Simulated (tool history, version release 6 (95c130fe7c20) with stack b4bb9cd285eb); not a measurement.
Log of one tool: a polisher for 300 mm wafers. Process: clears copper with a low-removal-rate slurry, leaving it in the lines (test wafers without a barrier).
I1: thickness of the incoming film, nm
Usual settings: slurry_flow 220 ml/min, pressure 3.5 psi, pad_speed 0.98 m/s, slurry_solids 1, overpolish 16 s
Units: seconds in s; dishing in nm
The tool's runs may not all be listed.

run 1 hour=0 | slurry_flow=220 pressure=4.3 pad_speed=0.98 slurry_solids=1 overpolish=16 | I1=316.1 | seconds=87.7 dishing=36.3
-- hour=77.9 slurry blender recalibrated
run 2 hour=101.1 | slurry_flow=220 pressure=4.3 pad_speed=0.98 slurry_solids=1 overpolish=16 | I1=316.5 | seconds=88.5 dishing=35.9
run 3 hour=115.9 | slurry_flow=220 pressure=3.5 pad_speed=0.98 slurry_solids=1 overpolish=16 | I1=311.5 | seconds=108.3 dishing=29.3
-- hour=132.9 slurry nozzle cleaned
run 4 hour=143.7 | slurry_flow=220 pressure=3.5 pad_speed=0.98 slurry_solids=1 overpolish=16 | I1=315.1 | seconds=112.4 dishing=29.7
-- hour=151.2 worn pad replaced by a new one
run 5 hour=164.1 | slurry_flow=220 pressure=3.5 pad_speed=0.98 slurry_solids=1 overpolish=16 | I1=318.6 | seconds=109 dishing=30.4
run 6 hour=199.1 | slurry_flow=235 pressure=3.5 pad_speed=0.98 slurry_solids=1 overpolish=16 | I1=310.9 | seconds=107.8 dishing=29.3
-- hour=212.4 head pressure recalibrated
run 7 hour=222.3 | slurry_flow=220 pressure=3.5 pad_speed=0.98 slurry_solids=1 overpolish=16 | I1=310.4 | seconds=98.5 dishing=31.6
run 8 hour=244.6 | slurry_flow=220 pressure=3.5 pad_speed=0.98 slurry_solids=1 overpolish=16 | I1=317.4 | seconds=103 dishing=31.7
run 9 hour=273 | slurry_flow=220 pressure=3.5 pad_speed=0.98 slurry_solids=1 overpolish=16 | I1=315.7 | seconds=105.9 dishing=32.3
run 10 hour=296.8 | slurry_flow=220 pressure=2.6 pad_speed=0.98 slurry_solids=1 overpolish=16 | I1=317.6 | seconds=135.8 dishing=23.7
run 11 hour=316.1 | slurry_flow=220 pressure=3.5 pad_speed=0.98 slurry_solids=1 overpolish=16 | I1=310.5 | seconds=101.1 dishing=32.2
-- hour=326.3 slurry nozzle cleaned
run 12 hour=329.1 | slurry_flow=220 pressure=4.1 pad_speed=0.98 slurry_solids=1 overpolish=16 | I1=318.9 | seconds=90 dishing=36.4
-- hour=349.3 worn pad replaced by a new one
run 13 hour=359.2 | slurry_flow=220 pressure=2.4 pad_speed=0.98 slurry_solids=1.1 overpolish=16 | I1=314 | seconds=150.3 dishing=22.3
run 14 hour=393.9 | slurry_flow=270 pressure=2.7 pad_speed=0.98 slurry_solids=0.7 overpolish=16 | I1=312.9 | seconds=140 dishing=22.6
run 15 hour=425.9 | slurry_flow=255 pressure=3.5 pad_speed=0.98 slurry_solids=1 overpolish=16 | I1=314.1 | seconds=103.5 dishing=32.5
-- hour=438.7 slurry blender recalibrated
run 16 hour=459.1 | slurry_flow=220 pressure=3.5 pad_speed=0.98 slurry_solids=1 overpolish=16 | I1=316.5 | seconds=107.8 dishing=29.5
run 17 hour=485.9 | slurry_flow=220 pressure=4.1 pad_speed=0.98 slurry_solids=1 overpolish=25 | I1=314.7 | seconds=91.6 dishing=52.3
run 18 hour=508.7 | slurry_flow=250 pressure=2.4 pad_speed=0.98 slurry_solids=1.25 overpolish=12 | I1=319.8 | seconds=145.7 dishing=17
run 19 hour=536.8 | slurry_flow=220 pressure=3.5 pad_speed=0.98 slurry_solids=1 overpolish=16 | I1=317.8 | seconds=105.8 dishing=30.5
-- hour=553.9 worn pad replaced by a new one
run 20 hour=562.2 | slurry_flow=220 pressure=3.5 pad_speed=0.98 slurry_solids=1 overpolish=16 | I1=313.3 | seconds=110.2 dishing=30
-- hour=564 slurry nozzle cleaned
run 21 hour=591.3 | slurry_flow=220 pressure=3.5 pad_speed=1.24 slurry_solids=1 overpolish=21 | I1=320.7 | seconds=91.4 dishing=44.6
run 22 hour=623.6 | slurry_flow=220 pressure=4 pad_speed=0.88 slurry_solids=1 overpolish=9 | I1=311 | seconds=96.6 dishing=18.6
run 23 hour=655.7 | slurry_flow=220 pressure=3 pad_speed=0.88 slurry_solids=0.7 overpolish=16 | I1=319.7 | seconds=148.2 dishing=22.7
run 24 hour=680.5 | slurry_flow=220 pressure=3.5 pad_speed=1.24 slurry_solids=1 overpolish=16 | I1=316.1 | seconds=88.7 dishing=34.9
run 25 hour=702.4 | slurry_flow=220 pressure=3.5 pad_speed=0.98 slurry_solids=1.15 overpolish=16 | I1=312.1 | seconds=103.6 dishing=30.8
-- hour=733.8 worn pad replaced by a new one
run 26 hour=734.3 | slurry_flow=185 pressure=3.5 pad_speed=1.18 slurry_solids=1 overpolish=16 | I1=315.5 | seconds=93.8 dishing=34.4
run 27 hour=748.4 | slurry_flow=220 pressure=3.2 pad_speed=1.18 slurry_solids=0.85 overpolish=16 | I1=310.8 | seconds=103.7 dishing=29.6
-- hour=755.7 slurry nozzle cleaned
run 28 hour=773 | slurry_flow=280 pressure=2.8 pad_speed=0.98 slurry_solids=0.85 overpolish=12 | I1=316.5 | seconds=135.6 dishing=18.2

4 ways to go on from here, each from the tool as it stands after run 28. What would each give?
run A hour=773.5 | slurry_flow=220 pressure=4.2 pad_speed=0.98 slurry_solids=1 overpolish=16 | I1=314.7 | seconds=? dishing=?
run B hour=773.5 | slurry_flow=220 pressure=4.6 pad_speed=1.18 slurry_solids=1 overpolish=8 | I1=314.7 | seconds=? dishing=?
run C hour=773.5 | slurry_flow=170 pressure=3.5 pad_speed=0.98 slurry_solids=0.9 overpolish=16 | I1=314.7 | seconds=? dishing=?
run D hour=773.5 | slurry_flow=280 pressure=3.5 pad_speed=0.98 slurry_solids=1 overpolish=16 | I1=314.7 | seconds=? dishing=?

run=A seconds=92.2 dishing=34.9
run=B seconds=73.5 dishing=22.8
run=C seconds=117.3 dishing=27.8
run=D seconds=107.1 dishing=30.3
Without the tool's hidden state the same runs would have given:
run=A seconds=85.6 dishing=37.4
run=B seconds=68.2 dishing=24.5
run=C seconds=108.9 dishing=29.9
run=D seconds=99.4 dishing=32.5
